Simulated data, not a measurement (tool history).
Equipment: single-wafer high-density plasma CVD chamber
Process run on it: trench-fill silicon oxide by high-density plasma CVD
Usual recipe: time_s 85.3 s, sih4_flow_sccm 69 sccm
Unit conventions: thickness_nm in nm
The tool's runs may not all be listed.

run	day	time_s	sih4_flow_sccm	wafers since the last listed run	hours since the silane flow controller was replaced	hours since the gauge calibration	read-back reference wafer on the same gauge, thickness_nm	thickness_nm
1	0.000	85.3	69	0	2892.3	375.7	552.302	606.725
2	4.412	85.3	69	2170	2998.2	481.6	551.683	608.368
3	7.712	85.3	69	1623	3077.4	560.8	551.388	607.822
4	10.121	85.3	69	1184	3135.2	618.6	552.229	606.747
5	13.571	85.3	69	1697	3218.0	701.4	552.018	607.548
# day 16.625: gauge calibrated
6	16.867	85.3	75	1621	3297.1	5.8	552.047	664.313
# day 18.208: silane flow controller replaced
7	19.542	85.3	75	1151	32.0	70.0	551.434	694.835
8	21.175	85.3	69	803	71.2	109.2	552.180	640.780
9	23.779	94.9	73	1281	133.7	171.7	551.804	749.997
# day 25.504: silane flow controller replaced, repeated, since the last time left the tool worse
10	27.179	85.3	61	1508	40.2	253.3	551.992	519.652
11	29.150	89.7	81	969	87.5	300.6	552.121	731.963
12	31.150	71.3	76	983	135.5	348.6	551.920	547.557
13	35.550	70.9	81	2164	241.1	454.2	551.552	578.762
14	38.979	95.9	61	1686	323.4	536.5	551.953	590.551

Each run again, without the hidden state but with its own random variation kept:
Hidden state at play: delivered silane flow above the setpoint (%); gauge reads high (%).
run	thickness_nm
1	592.059
2	592.154
3	590.466
4	588.562
5	588.084
6	641.691
7	644.632
8	594.473
9	695.763
10	518.858
11	730.826
12	546.682
13	577.741
14	589.395
